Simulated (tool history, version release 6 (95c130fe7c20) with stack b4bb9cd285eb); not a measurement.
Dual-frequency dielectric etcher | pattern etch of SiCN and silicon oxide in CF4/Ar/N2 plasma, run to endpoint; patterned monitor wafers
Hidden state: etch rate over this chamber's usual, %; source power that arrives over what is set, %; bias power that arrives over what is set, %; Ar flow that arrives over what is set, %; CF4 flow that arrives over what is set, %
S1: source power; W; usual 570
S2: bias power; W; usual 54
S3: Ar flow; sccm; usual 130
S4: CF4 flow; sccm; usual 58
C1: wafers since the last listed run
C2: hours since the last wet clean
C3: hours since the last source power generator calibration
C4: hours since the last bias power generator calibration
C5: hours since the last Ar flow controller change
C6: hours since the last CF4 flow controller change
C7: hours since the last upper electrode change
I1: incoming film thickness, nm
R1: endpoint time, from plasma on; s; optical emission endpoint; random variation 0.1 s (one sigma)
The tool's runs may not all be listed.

run	day	S1	S2	S3	S4	C1	C2	C3	C4	C5	C6	C7	I1	R1
1	0.000	570	54	130	58	0	415.0	3414.1	899.2	3026.1	1472.5	3744.2	14.82	17.2
2	3.650	570	54	130	58	1247	502.6	3501.7	986.8	3113.7	1560.1	3831.8	14.81	17.1
# day 6.708: CF4 flow controller replaced
# day 7.367: wet clean of the chamber
3	7.388	570	54	130	58	966	0.5	3591.4	1076.5	3203.4	16.3	3921.5	14.73	17.1
# day 8.667: upper electrode replaced
4	11.296	570	54	130	58	993	94.3	3685.2	1170.3	3297.2	110.1	63.1	14.83	17.4
5	13.225	570	54	130	58	659	140.6	3731.5	1216.6	3343.5	156.4	109.4	14.78	17.2
6	17.258	570	54	115	68	1378	237.4	3828.3	1313.4	3440.3	253.2	206.2	14.74	16.5
7	21.733	570	54	115	68	1529	344.8	3935.7	1420.8	3547.7	360.6	313.6	14.68	16.5
8	25.883	570	54	130	58	1418	444.4	4035.3	1520.4	3647.3	460.2	413.2	14.65	17.0
9	27.629	570	43	130	58	596	486.3	4077.2	1562.3	3689.2	502.1	455.1	14.72	18.6
# day 28.192: source power generator calibrated
# day 30.442: wet clean of the chamber
10	31.521	500	65	106	52	931	25.9	79.9	1655.7	3782.6	595.5	548.5	14.75	18.1
11	33.212	570	54	130	58	578	66.5	120.5	1696.3	3823.2	636.1	589.1	14.65	17.0
12	35.529	570	62	108	58	791	122.1	176.1	1751.9	3878.8	691.7	644.7	14.86	16.0
# day 36.742: bias power generator calibrated
13	37.050	570	41	130	50	462	158.6	212.6	7.4	3915.3	728.2	681.2	14.65	19.1
14	39.650	640	60	104	58	888	221.0	275.0	69.8	3977.7	790.6	743.6	14.75	14.1
# day 41.862: Ar flow controller replaced
15	44.162	570	62	130	58	1456	329.3	383.3	178.1	55.2	898.9	851.9	14.55	16.1
16	45.829	570	54	130	58	569	369.3	423.3	218.1	95.2	938.9	891.9	14.61	17.1
17	48.388	690	47	121	47	874	430.7	484.7	279.5	156.6	1000.3	953.3	14.90	15.0
# day 52.867: wet clean of the chamber
18	52.888	570	46	130	58	1195	0.5	592.7	387.5	264.6	1108.3	1061.3	14.68	18.1
19	55.867	570	54	130	58	1018	72.0	664.2	459.0	336.1	1179.8	1132.8	14.86	17.2
20	57.896	570	54	130	58	693	120.7	712.9	507.7	384.8	1228.5	1181.5	14.67	16.9
21	63.379	570	54	130	58	1873	252.3	844.5	639.3	516.4	1360.1	1313.1	14.78	17.3
22	66.283	570	54	107	58	992	322.0	914.2	709.0	586.1	1429.8	1382.8	14.76	16.8
23	70.367	510	60	118	45	1395	420.0	1012.2	807.0	684.1	1527.8	1480.8	14.78	19.0
# day 71.854: CF4 flow controller replaced
24	74.829	500	54	130	63	1439	527.1	1119.3	914.1	791.2	71.4	1587.9	14.78	19.6
# day 75.846: wet clean of the chamber
25	78.242	650	54	157	58	824	57.5	1201.2	996.0	873.1	153.3	1669.8	14.83	15.6

How the hidden state differs across the entries between the runs, from the last listed run before each to the first after it:
Between runs 2 and 3: CF4 flow controller replaced (day 6.708); wet clean of the chamber (day 7.367)
  no hidden state differs between the two runs
Between runs 3 and 4: upper electrode replaced (day 8.667)
  no hidden state differs between the two runs
Between runs 9 and 10: source power generator calibrated (day 28.192); wet clean of the chamber (day 30.442)
  no hidden state differs between the two runs
Between runs 12 and 13: bias power generator calibrated (day 36.742)
  no hidden state differs between the two runs
Between runs 14 and 15: Ar flow controller replaced (day 41.862)
  no hidden state differs between the two runs
Between runs 17 and 18: wet clean of the chamber (day 52.867)
  no hidden state differs between the two runs
Between runs 23 and 24: CF4 flow controller replaced (day 71.854)
  no hidden state differs between the two runs
Between runs 24 and 25: wet clean of the chamber (day 75.846)
  no hidden state differs between the two runs

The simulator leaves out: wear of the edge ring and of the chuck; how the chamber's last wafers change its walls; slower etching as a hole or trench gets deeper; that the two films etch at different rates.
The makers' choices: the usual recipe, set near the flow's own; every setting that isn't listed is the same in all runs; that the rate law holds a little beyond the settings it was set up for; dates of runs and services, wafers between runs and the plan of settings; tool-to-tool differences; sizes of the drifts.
